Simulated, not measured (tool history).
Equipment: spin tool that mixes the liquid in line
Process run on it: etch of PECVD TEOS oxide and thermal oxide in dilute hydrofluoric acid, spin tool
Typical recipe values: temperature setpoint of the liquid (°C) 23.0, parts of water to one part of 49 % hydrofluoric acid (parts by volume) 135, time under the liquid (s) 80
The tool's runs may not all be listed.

run   hour  temperature setpoint of the liquid (°C)  parts of water to one part of 49 % hydrofluoric acid (parts by volume)  time under the liquid (s)  wafers since the last listed run  hours since the thermometer was replaced  hours since the hydrofluoric acid flow meter was replaced  hours since the gauge calibration  read-back film thickness of the PECVD TEOS oxide reference wafer, read on the same gauge (nm)  read-back film thickness of the thermal oxide reference wafer, read on the same gauge (nm)  thickness taken off the PECVD TEOS oxide on a monitor wafer (nm)  thickness taken off the thermal oxide on a monitor wafer (nm)
  1    0.0                                     23.0                                                                     135                         80                                 0                                     833.4                                                     1030.6                              652.0                                                                                         120.00                                                                                     149.982                                                              8.68                                                          2.476
  2   84.8                                     23.0                                                                     135                         80                              1252                                     918.2                                                     1115.4                              736.8                                                                                         120.05                                                                                     149.991                                                              8.69                                                          2.449
  3  122.6                                     23.0                                                                     135                         80                               558                                     956.0                                                     1153.2                              774.6                                                                                         120.05                                                                                     149.999                                                              8.46                                                          2.455
  4  283.5                                     21.0                                                                     135                        115                              2375                                    1116.9                                                     1314.1                              935.5                                                                                         119.98                                                                                     150.009                                                             11.36                                                          3.274
  5  327.0                                     21.0                                                                     135                        115                               642                                    1160.4                                                     1357.6                              979.0                                                                                         119.97                                                                                     149.994                                                             11.29                                                          3.218
  6  369.9                                     21.0                                                                     135                        115                               633                                    1203.3                                                     1400.5                             1021.9                                                                                         120.05                                                                                     149.990                                                             11.31                                                          3.228
  7  395.2                                     21.0                                                                     120                         80                               373                                    1228.6                                                     1425.8                             1047.2                                                                                         120.01                                                                                     149.983                                                              8.95                                                          2.517
  8  452.6                                     23.0                                                                     135                         80                               847                                    1286.0                                                     1483.2                             1104.6                                                                                         120.04                                                                                     150.012                                                              8.46                                                          2.424
  9  502.3                                     26.5                                                                     135                         80                               733                                    1335.7                                                     1532.9                             1154.3                                                                                         120.02                                                                                     150.016                                                              9.58                                                          2.670
 10  563.0                                     26.5                                                                     135                         80                               896                                    1396.4                                                     1593.6                             1215.0                                                                                         120.03                                                                                     150.014                                                              9.61                                                          2.670
 11  589.7                                     24.5                                                                     135                         80                               394                                    1423.1                                                     1620.3                             1241.7                                                                                         120.03                                                                                     150.031                                                              8.78                                                          2.490
 12  661.6                                     23.0                                                                     135                         80                              1061                                    1495.0                                                     1692.2                             1313.6                                                                                         119.99                                                                                     150.018                                                              8.40                                                          2.352
 13  696.2                                     23.0                                                                     135                         80                               510                                    1529.6                                                     1726.8                             1348.2                                                                                         119.95                                                                                     150.014                                                              8.23                                                          2.407
 14  740.9                                     23.0                                                                     135                         80                               660                                    1574.3                                                     1771.5                             1392.9                                                                                         119.98                                                                                     150.010                                                              8.24                                                          2.324
     788.8  -- hydrofluoric acid flow meter replaced
 15  792.0                                     23.0                                                                     205                         65                               739                                    1625.4                                                        3.2                             1444.0                                                                                         119.95                                                                                     149.989                                                              4.13                                                          1.201
 16  842.5                                     18.5                                                                      75                         40                               745                                    1675.9                                                       53.7                             1494.5                                                                                         119.94                                                                                     150.010                                                              6.61                                                          1.912

Forecast run 17:
     918.7  -- gauge calibrated
 17  922.6                                     19.5                                                                     135                        105                              1182                                    1756.0                                                      133.8                                3.9                                                                                              ?                                                                                           ?                                                                 ?                                                              ?

Run 17 gave read-back film thickness of the PECVD TEOS oxide reference wafer, read on the same gauge (nm) 119.94, read-back film thickness of the thermal oxide reference wafer, read on the same gauge (nm) 149.993, thickness taken off the PECVD TEOS oxide on a monitor wafer (nm) 9.50, thickness taken off the thermal oxide on a monitor wafer (nm) 2.653.
Minus the tool's unlogged condition, the same run would have read thickness taken off the PECVD TEOS oxide on a monitor wafer (nm) 10.61, thickness taken off the thermal oxide on a monitor wafer (nm) 2.963.

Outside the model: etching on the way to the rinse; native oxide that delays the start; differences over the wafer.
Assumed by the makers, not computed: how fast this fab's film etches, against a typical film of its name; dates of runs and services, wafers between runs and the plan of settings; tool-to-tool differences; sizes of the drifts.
